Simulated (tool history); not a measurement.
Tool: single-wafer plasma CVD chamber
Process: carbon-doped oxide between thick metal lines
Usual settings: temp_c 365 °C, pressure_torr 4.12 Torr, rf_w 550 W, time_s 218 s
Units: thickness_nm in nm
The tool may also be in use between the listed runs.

run	day	temp_c	pressure_torr	rf_w	time_s	read-back reference wafer on the same gauge, thickness_nm	thickness_nm
1	0	365	4.62	550	196	1099.472	1006.496
2	1.092	365	4.62	550	196	1099.083	1009.249
3	2.271	365	4.62	550	196	1102.274	1003.923
4	2.829	365	4.12	550	204	1098.919	1023.936
5	4.112	365	4.12	550	204	1101.959	1035.433
6	4.954	365	4.12	550	218	1098.848	1090.228
# day 6.038: RF generator calibrated
# day 6.221: thermocouple changed; heater temperature recalibrated
7	6.242	365	4.12	550	218	1098.063	1104.951
# day 6.596: capacitance manometer re-zeroed and calibrated
8	6.617	365	4.59	585	230	1101.609	1228.977
9	7.5	365	4.12	640	176	1100.355	977.397
# day 8.083: gauge calibrated
10	8.55	365	4.12	550	204	1100.556	1028.933
11	9.596	380	3.47	515	218	1100.27	992.759
# day 9.933: showerhead replaced
12	11.075	370	4.12	550	175	1100.556	867.975
13	12.379	365	4.12	550	218	1098.987	1091.265
14	13.571	365	3.61	615	194	1099.183	1033.434
15	14.533	358	4.12	550	180	1099.268	917.034

Forecast each of these 5 alternatives for the next run:
A	14.554	365	4.12	550	218	?	?
B	14.554	354	3.55	550	238	?	?
C	14.554	369	3.54	510	202	?	?
D	14.554	365	4.12	440	218	?	?
E	14.554	350	4.12	515	218	?	?

run	read-back reference wafer on the same gauge, thickness_nm	thickness_nm
A	1100.157	1092.937
B	1100.157	1194.106
C	1100.157	933.857
D	1100.157	928.93
E	1100.157	1077.642
Without the tool's hidden state the same runs would have given:
run	thickness_nm
A	1092.937
B	1194.106
C	933.857
D	928.93
E	1077.642
